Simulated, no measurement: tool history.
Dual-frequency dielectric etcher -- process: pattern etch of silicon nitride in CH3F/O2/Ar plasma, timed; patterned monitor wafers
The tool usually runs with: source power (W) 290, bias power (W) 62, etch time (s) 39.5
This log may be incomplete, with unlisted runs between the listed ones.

| run | hour | source power (W) | bias power (W) | etch time (s) | wafers since the last listed run | hours since the last wet clean | hours since the last source power generator calibration | hours since the last bias power generator calibration | hours since the last upper electrode change | hours since the gauge calibration | read-back reference wafer on the same gauge, depth_nm | mean etch depth across the wafer (angstrom) |
|---|---|---|---|---|---|---|---|---|---|---|---|---|
| 1 | 0.0 | 280 | 74 | 39.5 | 0 | 167.5 | 3257.2 | 4105.6 | 2100.5 | 115.0 | 22.40 | 232.3 |
| 2 | 31.3 | 280 | 74 | 39.5 | 364 | 198.8 | 3288.5 | 4136.9 | 2131.8 | 146.3 | 22.42 | 234.9 |
| 3 | 67.3 | 340 | 62 | 39.5 | 419 | 234.8 | 3324.5 | 4172.9 | 2167.8 | 182.3 | 22.42 | 239.0 |
| 4 | 99.6 | 340 | 62 | 39.5 | 376 | 267.1 | 3356.8 | 4205.2 | 2200.1 | 214.6 | 22.37 | 237.0 |
| 5 | 122.7 | 260 | 62 | 39.5 | 269 | 290.2 | 3379.9 | 4228.3 | 2223.2 | 237.7 | 22.39 | 208.1 |
| 6 | 148.5 | 260 | 62 | 39.5 | 300 | 316.0 | 3405.7 | 4254.1 | 2249.0 | 263.5 | 22.38 | 207.8 |
|  | 150.0 | gauge calibrated |
|  | 196.8 | source power generator calibrated |
|  | 260.5 | wet clean of the chamber |
|  | 265.4 | upper electrode replaced |
| 7 | 265.9 | 260 | 62 | 39.5 | 985 | 5.4 | 69.1 | 4371.5 | 0.5 | 115.9 | 22.41 | 220.1 |
| 8 | 282.0 | 350 | 62 | 39.5 | 187 | 21.5 | 85.2 | 4387.6 | 16.6 | 132.0 | 22.40 | 255.2 |
| 9 | 314.5 | 260 | 50 | 39.5 | 378 | 54.0 | 117.7 | 4420.1 | 49.1 | 164.5 | 22.39 | 201.3 |
| 10 | 332.5 | 290 | 62 | 39.5 | 209 | 72.0 | 135.7 | 4438.1 | 67.1 | 182.5 | 22.39 | 227.8 |
|  | 364.2 | bias power generator calibrated |
| 11 | 366.3 | 340 | 56 | 31.5 | 347 | 105.8 | 169.5 | 2.1 | 100.9 | 216.3 | 22.42 | 187.6 |
| 12 | 380.0 | 290 | 47 | 39.5 | 159 | 119.5 | 183.2 | 15.8 | 114.6 | 230.0 | 22.43 | 207.7 |
|  | 385.3 | gauge calibrated |
| 13 | 403.5 | 290 | 62 | 39.5 | 273 | 143.0 | 206.7 | 39.3 | 138.1 | 18.2 | 22.41 | 228.4 |
| 14 | 423.6 | 260 | 76 | 31.5 | 234 | 163.1 | 226.8 | 59.4 | 158.2 | 38.3 | 22.40 | 183.3 |
| 15 | 459.0 | 350 | 62 | 39.5 | 412 | 198.5 | 262.2 | 94.8 | 193.6 | 73.7 | 22.40 | 245.7 |
| 16 | 481.3 | 250 | 62 | 50.0 | 259 | 220.8 | 284.5 | 117.1 | 215.9 | 96.0 | 22.36 | 267.3 |
| 17 | 525.3 | 360 | 72 | 48.0 | 512 | 264.8 | 328.5 | 161.1 | 259.9 | 140.0 | 22.41 | 318.4 |

State the hidden condition of the tool at each of the runs:
source power that arrives over what is set, %: 0 in every run
bias power that arrives over what is set, %: 0 in every run
gauge reads high (%): 0 in every run
H1: etch rate over this chamber's usual, %
| run | H1 |
|---|---|
| 1 | -2.5 |
| 2 | -2.91 |
| 3 | -3.39 |
| 4 | -3.81 |
| 5 | -4.12 |
| 6 | -4.46 |
| 7 | 1.21 |
| 8 | 0.995 |
| 9 | 0.566 |
| 10 | 0.329 |
| 11 | -0.117 |
| 12 | -0.298 |
| 13 | -0.608 |
| 14 | -0.873 |
| 15 | -1.34 |
| 16 | -1.63 |
| 17 | -2.22 |

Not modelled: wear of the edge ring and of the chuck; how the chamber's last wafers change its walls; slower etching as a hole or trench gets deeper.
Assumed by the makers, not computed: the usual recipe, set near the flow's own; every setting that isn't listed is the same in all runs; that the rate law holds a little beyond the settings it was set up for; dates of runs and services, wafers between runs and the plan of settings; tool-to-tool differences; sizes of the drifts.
